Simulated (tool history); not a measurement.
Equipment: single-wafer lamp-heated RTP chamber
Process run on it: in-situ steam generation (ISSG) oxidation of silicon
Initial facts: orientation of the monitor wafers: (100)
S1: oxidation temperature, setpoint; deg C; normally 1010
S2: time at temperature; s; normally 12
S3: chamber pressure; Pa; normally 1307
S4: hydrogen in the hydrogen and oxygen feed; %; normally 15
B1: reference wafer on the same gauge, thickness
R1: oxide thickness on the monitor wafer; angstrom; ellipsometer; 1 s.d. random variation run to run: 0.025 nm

run,hour,S1,S2,S3,S4,B1,R1
1,0,1010,12,1307,15,3.888,43.11
2,21.4,1003,12,1307,20,3.879,44.89
# hour 30.1: pyrometer window cleaned and pyrometer calibrated
3,40,1015,12,1307,15,3.879,43.01
4,64.9,1010,12,1307,11,3.873,39.25
# hour 72.8: gauge calibrated
5,80.1,1010,12,1307,11,3.876,39.46
6,98.9,1010,12,1307,11,3.885,40.07
7,112.7,1010,12,1307,15,3.879,42.36
8,141,1010,12,1307,15,3.89,42.98
9,153.5,1010,12,1307,15,3.883,42.8
10,183.2,1010,12,1200,15,3.889,42.98
11,208.2,1010,12,1307,19,3.873,45.35
12,227.6,1010,12,1307,15,3.873,43.3
13,244.6,1010,12,1307,23,3.878,47.53
14,274.7,1022,9,1307,11,3.881,36.8
15,298.7,1010,12,1307,15,3.882,43.38
16,323.8,1010,10,1307,11,3.875,36.9
17,350.9,1010,12,1253,15,3.878,43.32
18,384,1010,16,1307,24,3.888,54.82
# hour 428.6: pyrometer window cleaned and pyrometer calibrated
19,470,1001,12,1307,15,3.882,41.24
20,489.5,1030,16,1307,15,3.875,52.93
21,515.5,1010,17,1253,12,3.881,48.1
# hour 530.9: hydrogen flow controller replaced
22,531.4,994,12,1307,15,3.884,40.44
23,560.7,1010,12,1307,20,3.884,45.74
24,587.7,1010,8,1187,15,3.886,35.7
25,659.7,1010,15,1360,15,3.882,47.14
26,687.6,1010,12,1307,15,3.886,43
27,720.3,1024,12,1360,22,3.88,49.81
# hour 738.5: gauge calibrated
28,754.5,1010,12,1307,15,3.878,43.1
29,781.5,1010,12,1307,15,3.88,42.61
30,802,1025,8,1307,19,3.871,40.15
31,821.8,1010,12,1307,15,3.884,43.19
32,852.8,1010,12,1307,15,3.885,43.23

Pick out some run-to-run changes in R1. Of each, how much would a tool without hidden state show as well, from the settings, what came in and chance, and how much is left for the hidden state and any gauge scatter not in both results compared?
Hidden state at play: true wafer temperature minus pyrometer reading, K; true pressure minus gauge reading, Torr; deviation of the hydrogen flow from its setpoint, %; gauge reads high (%).
Run 2 -> 3: S1 1003 -> 1015, S4 20 -> 15, pyrometer window cleaned and pyrometer calibrated. R1 -1.88 angstrom: hidden state -0.92, all else -0.96.
Run 17 -> 18: S2 12 -> 16, S3 1253 -> 1307, S4 15 -> 24. R1 +11.5 angstrom: hidden state +0.47, all else +11.03.
Run 18 -> 19: S1 1010 -> 1001, S2 16 -> 12, S4 24 -> 15, pyrometer window cleaned and pyrometer calibrated. R1 -13.58 angstrom: hidden state -1.25, all else -12.33.
Run 19 -> 20: S1 1001 -> 1030, S2 12 -> 16. R1 +11.69 angstrom: hidden state +0.36, all else +11.33.
Run 24 -> 25: S2 8 -> 15, S3 1187 -> 1360. R1 +11.44 angstrom: hidden state +0.54, all else +10.9.

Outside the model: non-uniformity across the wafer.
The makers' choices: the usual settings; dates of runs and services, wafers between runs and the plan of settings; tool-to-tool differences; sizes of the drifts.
